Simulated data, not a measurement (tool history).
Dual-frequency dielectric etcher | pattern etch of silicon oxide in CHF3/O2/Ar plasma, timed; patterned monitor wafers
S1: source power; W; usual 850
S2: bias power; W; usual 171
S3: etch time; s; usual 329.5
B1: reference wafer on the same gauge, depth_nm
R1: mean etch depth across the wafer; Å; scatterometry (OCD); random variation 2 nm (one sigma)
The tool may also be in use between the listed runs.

run	hour	S1	S2	S3	B1	R1
1	0.0	850	171	329.5	840.3	8032
2	36.0	850	171	329.5	840.2	8015
# hour 66.6: source power generator calibrated
3	81.5	850	171	329.5	840.6	7992
# hour 161.8: upper electrode replaced, of another model than before
4	162.3	850	171	329.5	839.6	7968
5	214.5	850	171	329.5	840.3	7984
# hour 229.8: gauge calibrated
6	242.1	850	171	329.5	840.2	7931
# hour 295.2: bias power generator calibrated
7	297.4	850	171	329.5	839.7	7912
# hour 370.3: wet clean of the chamber
8	370.8	850	171	329.5	840.3	8062
9	379.5	850	171	329.5	840.6	8003
10	422.2	850	171	309.0	839.7	7497
11	455.4	850	171	309.0	840.1	7455
12	515.3	660	207	259.0	839.5	6509
13	543.8	1050	205	370.5	839.3	10300
14	584.9	750	171	358.0	840.0	8367
15	614.1	950	192	265.0	840.0	6919
16	638.2	1020	157	420.5	840.9	10118
17	699.4	850	171	309.0	839.7	7402
18	754.1	730	171	329.5	840.7	7580
19	781.7	720	171	406.0	839.2	9352
20	814.2	1040	193	236.5	841.0	6260
21	861.1	850	142	269.0	840.2	5803
# hour 901.9: wet clean of the chamber
22	902.4	850	171	329.5	839.9	8066
23	922.3	690	182	276.5	841.1	6651
24	959.7	850	171	329.5	839.3	8020
25	1016.7	850	149	303.0	840.3	6875
26	1069.7	1040	171	329.5	840.2	8389
27	1132.9	850	171	329.5	840.2	7936
28	1175.2	1030	149	381.0	840.8	8921
29	1212.3	780	187	402.0	840.2	9926
30	1253.0	850	171	329.5	839.7	7905
31	1304.1	940	208	231.5	840.6	6268

3 ways to go on from here, each from the tool as it stands after run 31. What would each give?
A	1304.6	850	171	329.5	?	?
B	1304.6	920	191	359.5	?	?
C	1304.6	850	211	329.5	?	?

run	B1	R1
A	840.0	7863
B	840.0	9237
C	840.0	8724
Without the tool's hidden state the same runs would have given:
run	R1
A	8028
B	9431
C	8907
